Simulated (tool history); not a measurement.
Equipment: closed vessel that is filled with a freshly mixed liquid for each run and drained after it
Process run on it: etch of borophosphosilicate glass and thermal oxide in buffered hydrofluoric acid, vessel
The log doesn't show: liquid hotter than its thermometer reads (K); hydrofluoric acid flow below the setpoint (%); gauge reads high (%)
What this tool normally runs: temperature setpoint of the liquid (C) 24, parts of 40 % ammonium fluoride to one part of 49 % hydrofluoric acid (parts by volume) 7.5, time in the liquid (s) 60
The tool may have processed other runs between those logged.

run	hour	temperature setpoint of the liquid (C)	parts of 40 % ammonium fluoride to one part of 49 % hydrofluoric acid (parts by volume)	time in the liquid (s)	wafers since the last listed run	hours since the thermometer was replaced	hours since the hydrofluoric acid flow meter was replaced	hours since the gauge calibration	read-back film thickness of the borophosphosilicate glass reference wafer, read on the same gauge (nm)	read-back film thickness of the thermal oxide reference wafer, read on the same gauge (nm)	thickness taken off the borophosphosilicate glass on a monitor wafer (angstrom)	thickness taken off the thermal oxide on a monitor wafer (angstrom)
1	0	24	7.5	60	0	401.9	496.8	1990.4	120.02	90	1058.7	886.5
2	83.5	24	7.5	60	9099	485.4	580.3	2073.9	120.02	90	1072.3	886.6
3	124.9	24	7.5	60	4511	526.8	621.7	2115.3	120	89.99	1063.9	888
4	225.4	24	7.5	60	10952	627.3	722.2	2215.8	120.03	89.99	1067.9	884.3
5	264.8	20	6	60	4293	666.7	761.6	2255.2	120.02	89.99	1067.1	877.1
6	341.6	28.5	9.5	35	8369	743.5	838.4	2332	120.03	89.99	626.8	519
# hour 355.8: hydrofluoric acid flow meter replaced
7	400.3	26.5	5.5	70	6287	802.2	44.5	2390.7	119.99	89.98	1906.6	1580.5
8	472.3	20	6	60	7846	874.2	116.5	2462.7	120.01	90	1065.8	875.7
9	563	24	6.5	70	9884	964.9	207.2	2553.4	120	89.97	1441.3	1180.5
10	631.2	24	7.5	60	7432	1033.1	275.4	2621.6	119.98	89.98	1075.9	885.7
# hour 661.7: gauge calibrated
11	681.4	21.5	7.5	60	5470	1083.3	325.6	19.7	119.99	90.04	938.8	776.7
12	786.3	24	5	60	11431	1188.2	430.5	124.6	119.99	89.99	1531.1	1271.3
13	856.6	24	7.5	60	7661	1258.5	500.8	194.9	120.01	90	1073	884.4
14	897.3	22.5	7.5	70	4435	1299.2	541.5	235.6	120	90.01	1164.1	952
# hour 904.7: thermometer replaced
15	996.3	21	5	85	10679	91.6	640.5	334.6	119.99	89.99	1870.4	1538.7
16	1085.3	22.5	7.5	85	9698	180.6	729.5	423.6	119.99	90.03	1372.5	1157.1
17	1160.5	24	10	60	8195	255.8	804.7	498.8	119.99	90.01	815.7	682
18	1227	24	7.5	60	7246	322.3	871.2	565.3	120.02	89.96	1068	886.7
# hour 1251: hydrofluoric acid flow meter replaced
19	1272	24	7.5	80	4794	367.3	21	610.3	120.02	90.02	1411.7	1186.1
20	1319.1	24	8.5	85	5132	414.4	68.1	657.4	120.01	90.01	1315	1091
21	1375.8	24	7.5	60	6178	471.1	124.8	714.1	120.03	90.02	1061.1	885.7
22	1441.4	24	7.5	30	7148	536.7	190.4	779.7	119.98	90.01	534.4	442.6
23	1545.8	20	10	85	11377	641.1	294.8	884.1	120.01	90	933.4	772
24	1596.5	24	7.5	75	5525	691.8	345.5	934.8	120.01	90.01	1322.7	1111.8
25	1686.1	26.5	7.5	90	9764	781.4	435.1	1024.4	119.99	90.02	1822.6	1527.9
26	1776.1	25.5	5	95	9807	871.4	525.1	1114.4	119.98	89.96	2657.7	2191.9

Consider 3 possible next runs. They are alternatives, not a sequence: every one starts from the tool as it was left by run 26. What does each give?
A	1776.8	24	7.5	60	76	872.1	525.8	1115.1	?	?	?	?
B	1776.8	24	6.5	60	76	872.1	525.8	1115.1	?	?	?	?
C	1776.8	25.5	6	60	76	872.1	525.8	1115.1	?	?	?	?

run	read-back film thickness of the borophosphosilicate glass reference wafer, read on the same gauge (nm)	read-back film thickness of the thermal oxide reference wafer, read on the same gauge (nm)	thickness taken off the borophosphosilicate glass on a monitor wafer (angstrom)	thickness taken off the thermal oxide on a monitor wafer (angstrom)
A	120.01	90.04	1052.5	885.6
B	120.01	90.04	1211.9	1017.4
C	120.01	90.04	1409.3	1182.6
Had the tool no hidden state, the same runs would have come out as:
run	thickness taken off the borophosphosilicate glass on a monitor wafer (angstrom)	thickness taken off the thermal oxide on a monitor wafer (angstrom)
A	1052.5	885.6
B	1211.9	1017.4
C	1409.3	1182.6
